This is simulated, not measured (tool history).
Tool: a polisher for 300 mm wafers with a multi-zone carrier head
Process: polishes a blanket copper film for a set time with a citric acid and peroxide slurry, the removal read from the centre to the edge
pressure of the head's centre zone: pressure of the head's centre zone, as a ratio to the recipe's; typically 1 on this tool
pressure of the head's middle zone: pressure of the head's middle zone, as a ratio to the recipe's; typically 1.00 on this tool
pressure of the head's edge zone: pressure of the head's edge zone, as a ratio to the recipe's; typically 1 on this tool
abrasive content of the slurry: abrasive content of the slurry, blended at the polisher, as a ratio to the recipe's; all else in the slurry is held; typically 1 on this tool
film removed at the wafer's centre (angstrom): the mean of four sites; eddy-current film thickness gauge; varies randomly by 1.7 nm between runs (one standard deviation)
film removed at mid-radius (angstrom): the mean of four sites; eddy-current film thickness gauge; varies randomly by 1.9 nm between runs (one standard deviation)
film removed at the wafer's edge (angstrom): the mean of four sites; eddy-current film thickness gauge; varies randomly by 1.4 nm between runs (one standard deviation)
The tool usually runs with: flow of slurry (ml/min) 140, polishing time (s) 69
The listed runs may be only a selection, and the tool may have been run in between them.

run,day,flow of slurry (ml/min),pressure of the head's centre zone,pressure of the head's middle zone,pressure of the head's edge zone,abrasive content of the slurry,polishing time (s),wafers since the last listed run,wafers polished on this pad,hours since the slurry nozzle was cleaned,hours since the centre zone pressure was calibrated,hours since the edge zone pressure was calibrated,hours since the carrier head's membrane was replaced,"incoming thickness of the incoming film, nm",film removed at the wafer's centre (angstrom),film removed at mid-radius (angstrom),film removed at the wafer's edge (angstrom)
1,0.000,140,1,1.00,1,1,69,0,828,334.5,829.6,623.8,529.3,1002.1,1696,1750,1740
# day 0.729: centre zone pressure recalibrated
2,2.796,140,1,1.00,1,1,69,592,1421,401.6,49.6,690.9,596.4,990.8,1692,1715,1710
3,6.058,115,1,1.00,1,1,81,712,2133,479.9,127.9,769.2,674.7,984.9,1855,1889,1961
# day 7.571: worn pad replaced by a new one
4,10.542,115,1,1.00,1,1,81,942,648,587.5,235.5,876.8,782.3,1007.7,1833,1874,1924
# day 13.767: slurry nozzle cleaned
5,14.217,140,1,1.00,1,1,69,793,1441,10.8,323.7,965.0,870.5,993.8,1755,1764,1732
# day 17.104: carrier head's membrane replaced by a new one
6,17.717,140,1,1.00,1,1,69,718,2160,94.8,407.7,1049.0,14.7,1004.2,1754,1749,1748
# day 18.346: edge zone pressure recalibrated
# day 18.746: worn pad replaced by a new one
7,20.571,140,1,0.96,1,1,69,568,398,163.3,476.2,53.4,83.2,1018.1,1750,1681,1768
8,22.796,140,1,0.96,1,1,69,485,884,216.7,529.6,106.8,136.6,1005.2,1701,1718,1754

Estimate the outcome of run 9 from the log above:
9,25.521,110,1,1.00,1,1,69,594,1479,282.1,595.0,172.2,202.0,996.9,?,?,?

Run 9 yielded film removed at the wafer's centre (angstrom) 1592, film removed at mid-radius (angstrom) 1645, film removed at the wafer's edge (angstrom) 1649.
On a tool with no hidden condition, and with the same random variation, this run would have come out at film removed at the wafer's centre (angstrom) 1618, film removed at mid-radius (angstrom) 1668, film removed at the wafer's edge (angstrom) 1665.
